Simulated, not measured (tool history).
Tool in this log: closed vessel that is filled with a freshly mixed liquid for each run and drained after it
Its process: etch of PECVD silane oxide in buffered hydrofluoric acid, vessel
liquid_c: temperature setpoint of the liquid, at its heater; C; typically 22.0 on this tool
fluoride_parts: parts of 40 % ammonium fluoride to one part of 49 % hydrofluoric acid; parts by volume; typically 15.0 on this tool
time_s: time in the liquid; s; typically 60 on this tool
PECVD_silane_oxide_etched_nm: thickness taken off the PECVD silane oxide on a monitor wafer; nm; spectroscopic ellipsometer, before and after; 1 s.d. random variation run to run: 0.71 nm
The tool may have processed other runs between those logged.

run	day	liquid_c	fluoride_parts	time_s	wafers since the last listed run	hours since the thermometer was replaced	hours since the hydrofluoric acid flow meter was replaced	hours since the gauge calibration	read-back film thickness of the PECVD silane oxide reference wafer, read on the same gauge (nm)	PECVD_silane_oxide_etched_nm
1	0.000	22.0	17.0	75	0	1430.3	420.9	136.3	59.99	100.67
2	0.625	22.0	17.0	75	1086	1445.3	435.9	151.3	60.01	100.36
3	1.958	19.0	13.0	60	2317	1477.3	467.9	183.3	60.02	88.74
4	3.142	19.0	13.0	60	2056	1505.7	496.3	211.7	60.01	88.46
5	4.154	22.0	15.0	60	1759	1530.0	520.6	236.0	59.95	91.08
6	5.250	22.0	15.0	85	1904	1556.3	546.9	262.3	59.97	128.61
7	6.100	22.0	15.0	85	1477	1576.7	567.3	282.7	60.03	131.34
8	6.638	22.0	15.0	85	934	1589.6	580.2	295.6	59.99	130.69
9	8.121	22.0	15.0	60	2577	1625.2	615.8	331.2	59.99	90.77
10	9.383	22.0	15.0	60	2193	1655.5	646.1	361.5	59.99	91.53
11	10.133	22.0	15.0	60	1303	1673.5	664.1	379.5	59.98	91.81
12	11.083	22.0	15.0	60	1650	1696.3	686.9	402.3	59.99	91.61
13	12.354	22.0	15.0	60	2208	1726.8	717.4	432.8	60.00	92.62
# day 12.362: gauge calibrated
14	13.208	22.0	15.0	60	1484	1747.3	737.9	20.3	60.01	91.38
15	14.692	22.0	17.0	60	2577	1782.9	773.5	55.9	60.01	82.48
16	16.050	20.0	10.5	30	2360	1815.5	806.1	88.5	60.00	57.91
17	16.875	17.5	10.5	90	1433	1835.3	825.9	108.3	60.00	150.31
18	20.629	22.0	13.5	60	6523	1925.4	916.0	198.4	59.98	101.63
# day 20.742: hydrofluoric acid flow meter replaced
19	21.700	20.0	10.5	30	1788	1951.1	23.0	224.1	60.01	58.16
20	22.333	22.0	15.0	60	1100	1966.3	38.2	239.3	60.00	92.39
# day 23.112: thermometer replaced
21	23.167	22.0	13.0	70	1375	1.3	58.2	259.3	59.98	122.66
22	24.350	24.0	12.0	60	2056	29.7	86.6	287.7	59.95	126.93
23	25.017	25.5	15.0	30	1158	45.7	102.6	303.7	60.00	55.59
24	26.083	22.0	15.0	45	1853	71.3	128.2	329.3	59.99	68.57
25	26.767	22.0	15.0	60	1187	87.7	144.6	345.7	60.02	92.82

Estimate the outcome of run 26 from the log above:
26	27.771	18.5	12.0	80	1745	111.8	168.7	369.8	?	?

{"run 26": {"read-back film thickness of the PECVD silane oxide reference wafer, read on the same gauge (nm)": 60.02, "PECVD_silane_oxide_etched_nm": 124.87}}
Take away the tool's hidden state, keep the run-to-run variation as it was, and the same run would have given PECVD_silane_oxide_etched_nm 124.87 nm.
